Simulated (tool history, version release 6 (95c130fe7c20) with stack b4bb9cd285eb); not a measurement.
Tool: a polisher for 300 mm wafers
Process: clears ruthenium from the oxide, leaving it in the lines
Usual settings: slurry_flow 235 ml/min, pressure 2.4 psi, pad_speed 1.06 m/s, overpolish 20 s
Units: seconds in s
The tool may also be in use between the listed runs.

run,day,slurry_flow,pressure,pad_speed,overpolish,"incoming thickness of the incoming film, nm",seconds
1,0.000,235,2.4,1.06,20,124.7,83.5
# day 1.138: head pressure recalibrated
2,3.521,235,2.4,1.06,20,123.8,86.6
3,5.625,235,2.4,1.06,20,125.4,85.1
# day 6.012: worn pad replaced by a new one
4,8.225,285,2.4,0.90,20,126.1,98.4
5,12.438,285,2.4,0.90,20,126.2,95.0
6,14.367,235,2.4,0.96,20,127.6,89.8
# day 14.479: head pressure recalibrated
# day 15.062: worn pad replaced by a new one
# day 17.858: slurry nozzle cleaned
7,18.096,235,2.4,0.96,20,125.4,95.7
8,20.625,235,2.4,1.06,20,126.0,86.2
9,23.412,235,2.4,1.06,20,125.5,82.9
# day 23.588: worn pad replaced by a new one
# day 27.000: head pressure recalibrated
10,27.471,290,2.7,1.34,31,126.1,62.2
11,31.892,235,2.4,1.20,20,123.3,74.7
# day 34.221: worn pad replaced by a new one
12,35.233,235,3.1,1.40,20,123.1,47.6
13,39.483,235,2.4,1.06,20,125.8,80.5
# day 41.054: head pressure recalibrated
14,43.492,175,3.0,0.84,20,124.5,89.2
# day 45.346: worn pad replaced by a new one
15,47.321,200,2.4,1.22,20,126.2,74.6

Hidden state or all else? Some run-to-run changes of seconds, split into what the settings, what came in and random variation would give without the hidden state, and what is left for the hidden state (with any gauge scatter that isn't in both results):
The hidden state here: removal rate lost through wear of the pad, %; slurry flow missing at the pad, %; deviation of the head's pressure from its setpoint, %.
Run 6 -> 7: head pressure recalibrated, worn pad replaced by a new one, slurry nozzle cleaned. seconds +5.9 s: hidden state +8.4, all else -2.5.
Run 12 -> 13: pressure 3.1 -> 2.4, pad_speed 1.40 -> 1.06. seconds +32.9 s: hidden state -5.2, all else +38.1.
